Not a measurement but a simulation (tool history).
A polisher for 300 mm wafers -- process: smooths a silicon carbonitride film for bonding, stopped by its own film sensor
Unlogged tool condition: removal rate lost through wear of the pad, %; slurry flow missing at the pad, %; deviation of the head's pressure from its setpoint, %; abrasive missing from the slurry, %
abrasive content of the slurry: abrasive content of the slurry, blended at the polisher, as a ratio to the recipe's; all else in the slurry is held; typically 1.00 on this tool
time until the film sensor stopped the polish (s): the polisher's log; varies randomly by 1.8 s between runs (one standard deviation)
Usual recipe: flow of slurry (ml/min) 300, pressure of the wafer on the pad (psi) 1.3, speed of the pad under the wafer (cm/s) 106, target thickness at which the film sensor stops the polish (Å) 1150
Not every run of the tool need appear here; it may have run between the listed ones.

| run | hour | flow of slurry (ml/min) | pressure of the wafer on the pad (psi) | speed of the pad under the wafer (cm/s) | abrasive content of the slurry | target thickness at which the film sensor stops the polish (Å) | wafers since the last listed run | wafers polished on this pad | hours since the slurry nozzle was cleaned | hours since the head pressure was calibrated | hours since the slurry blender was calibrated | incoming thickness of the incoming film, nm | time until the film sensor stopped the polish (s) |
|---|---|---|---|---|---|---|---|---|---|---|---|---|---|
| 1 | 0.0 | 300 | 1.3 | 118 | 1.00 | 1150 | 0 | 416 | 93.4 | 909.0 | 114.5 | 130.2 | 101.3 |
| 2 | 23.6 | 300 | 1.3 | 118 | 1.00 | 1150 | 156 | 573 | 117.0 | 932.6 | 138.1 | 132.1 | 115.2 |
| 3 | 50.8 | 300 | 1.3 | 118 | 1.00 | 1150 | 180 | 753 | 144.2 | 959.8 | 165.3 | 130.9 | 106.8 |
|  | 67.6 | worn pad replaced by a new one |
| 4 | 85.2 | 375 | 1.3 | 106 | 1.00 | 1150 | 201 | 117 | 178.6 | 994.2 | 199.7 | 132.7 | 127.2 |
| 5 | 103.6 | 300 | 1.3 | 88 | 1.00 | 1150 | 122 | 239 | 197.0 | 1012.6 | 218.1 | 130.7 | 132.4 |
|  | 109.1 | slurry blender recalibrated |
| 6 | 128.2 | 300 | 1.3 | 88 | 1.00 | 1150 | 149 | 389 | 221.6 | 1037.2 | 19.1 | 131.7 | 136.0 |
| 7 | 157.3 | 300 | 1.3 | 106 | 1.00 | 1150 | 193 | 582 | 250.7 | 1066.3 | 48.2 | 131.9 | 125.3 |
| 8 | 199.7 | 300 | 1.3 | 106 | 1.00 | 1150 | 281 | 863 | 293.1 | 1108.7 | 90.6 | 129.2 | 102.4 |
|  | 218.7 | worn pad replaced by a new one |
| 9 | 219.2 | 300 | 1.3 | 106 | 1.00 | 1150 | 102 | 3 | 312.6 | 1128.2 | 110.1 | 130.9 | 116.3 |
| 10 | 250.1 | 300 | 1.3 | 106 | 0.80 | 1160 | 205 | 208 | 343.5 | 1159.1 | 141.0 | 130.8 | 123.0 |
| 11 | 280.9 | 255 | 1.3 | 106 | 1.00 | 1150 | 204 | 412 | 374.3 | 1189.9 | 171.8 | 129.2 | 105.3 |
| 12 | 312.4 | 255 | 1.3 | 106 | 1.00 | 1150 | 209 | 621 | 405.8 | 1221.4 | 203.3 | 129.0 | 103.2 |
| 13 | 337.6 | 300 | 1.3 | 106 | 1.00 | 1180 | 167 | 789 | 431.0 | 1246.6 | 228.5 | 131.5 | 99.9 |
|  | 345.9 | slurry blender recalibrated |
|  | 363.0 | worn pad replaced by a new one |
| 14 | 372.8 | 300 | 1.3 | 106 | 1.30 | 1150 | 193 | 65 | 466.2 | 1281.8 | 26.9 | 129.0 | 88.7 |
| 15 | 393.5 | 275 | 1.3 | 106 | 1.00 | 1150 | 137 | 202 | 486.9 | 1302.5 | 47.6 | 128.6 | 99.9 |
| 16 | 413.4 | 300 | 1.8 | 106 | 0.80 | 1150 | 132 | 334 | 506.8 | 1322.4 | 67.5 | 129.4 | 90.4 |
|  | 416.5 | slurry nozzle cleaned |
| 17 | 433.6 | 300 | 1.1 | 128 | 1.30 | 1110 | 127 | 462 | 17.1 | 1342.6 | 87.7 | 129.0 | 119.5 |
|  | 464.2 | head pressure recalibrated |
| 18 | 464.7 | 300 | 1.3 | 118 | 1.00 | 1150 | 193 | 655 | 48.2 | 0.5 | 118.8 | 130.6 | 91.8 |
| 19 | 490.4 | 300 | 1.3 | 106 | 1.00 | 1120 | 170 | 825 | 73.9 | 26.2 | 144.5 | 130.0 | 120.8 |
| 20 | 518.4 | 215 | 1.7 | 136 | 1.00 | 1180 | 185 | 1011 | 101.9 | 54.2 | 172.5 | 132.2 | 62.1 |
|  | 527.5 | worn pad replaced by a new one |
| 21 | 548.5 | 300 | 1.3 | 106 | 1.00 | 1150 | 173 | 139 | 132.0 | 84.3 | 202.6 | 128.8 | 92.4 |
|  | 560.4 | slurry blender recalibrated |
| 22 | 572.5 | 205 | 1.3 | 106 | 1.00 | 1140 | 146 | 285 | 156.0 | 108.3 | 12.1 | 131.9 | 125.9 |
| 23 | 597.3 | 360 | 1.3 | 106 | 1.15 | 1150 | 164 | 450 | 180.8 | 133.1 | 36.9 | 132.2 | 106.7 |
| 24 | 615.2 | 300 | 1.3 | 68 | 1.10 | 1180 | 118 | 568 | 198.7 | 151.0 | 54.8 | 128.7 | 98.1 |
| 25 | 637.8 | 300 | 1.3 | 106 | 1.00 | 1150 | 149 | 718 | 221.3 | 173.6 | 77.4 | 130.3 | 102.7 |
| 26 | 669.6 | 335 | 1.3 | 106 | 1.00 | 1150 | 211 | 929 | 253.1 | 205.4 | 109.2 | 130.0 | 104.8 |
|  | 678.4 | worn pad replaced by a new one |
| 27 | 684.3 | 300 | 1.3 | 106 | 1.00 | 1150 | 71 | 39 | 267.8 | 220.1 | 123.9 | 129.9 | 102.0 |
| 28 | 703.6 | 300 | 1.0 | 124 | 1.00 | 1150 | 128 | 167 | 287.1 | 239.4 | 143.2 | 129.8 | 117.1 |
| 29 | 727.8 | 300 | 1.2 | 86 | 1.00 | 1180 | 160 | 327 | 311.3 | 263.6 | 167.4 | 131.9 | 120.2 |

Branching from run 29: 5 alternative next runs. What would each branch give?
| A | 728.3 | 300 | 1.3 | 106 | 1.00 | 1150 | 3 | 331 | 311.8 | 264.1 | 167.9 | 130.4 | ? |
| B | 728.3 | 300 | 0.9 | 106 | 1.25 | 1150 | 3 | 331 | 311.8 | 264.1 | 167.9 | 130.4 | ? |
| C | 728.3 | 300 | 0.9 | 106 | 1.00 | 1150 | 3 | 331 | 311.8 | 264.1 | 167.9 | 130.4 | ? |
| D | 728.3 | 300 | 1.3 | 90 | 1.20 | 1150 | 3 | 331 | 311.8 | 264.1 | 167.9 | 130.4 | ? |
| E | 728.3 | 300 | 1.6 | 106 | 1.00 | 1150 | 3 | 331 | 311.8 | 264.1 | 167.9 | 130.4 | ? |

| run | time until the film sensor stopped the polish (s) |
|---|---|
| A | 108.3 |
| B | 139.3 |
| C | 156.5 |
| D | 112.1 |
| E | 88.0 |
The same runs, with their run-to-run variation unchanged, on a tool lacking any hidden condition would have given:
| run | time until the film sensor stopped the polish (s) |
|---|---|
| A | 100.9 |
| B | 129.7 |
| C | 145.8 |
| D | 104.4 |
| E | 82.0 |

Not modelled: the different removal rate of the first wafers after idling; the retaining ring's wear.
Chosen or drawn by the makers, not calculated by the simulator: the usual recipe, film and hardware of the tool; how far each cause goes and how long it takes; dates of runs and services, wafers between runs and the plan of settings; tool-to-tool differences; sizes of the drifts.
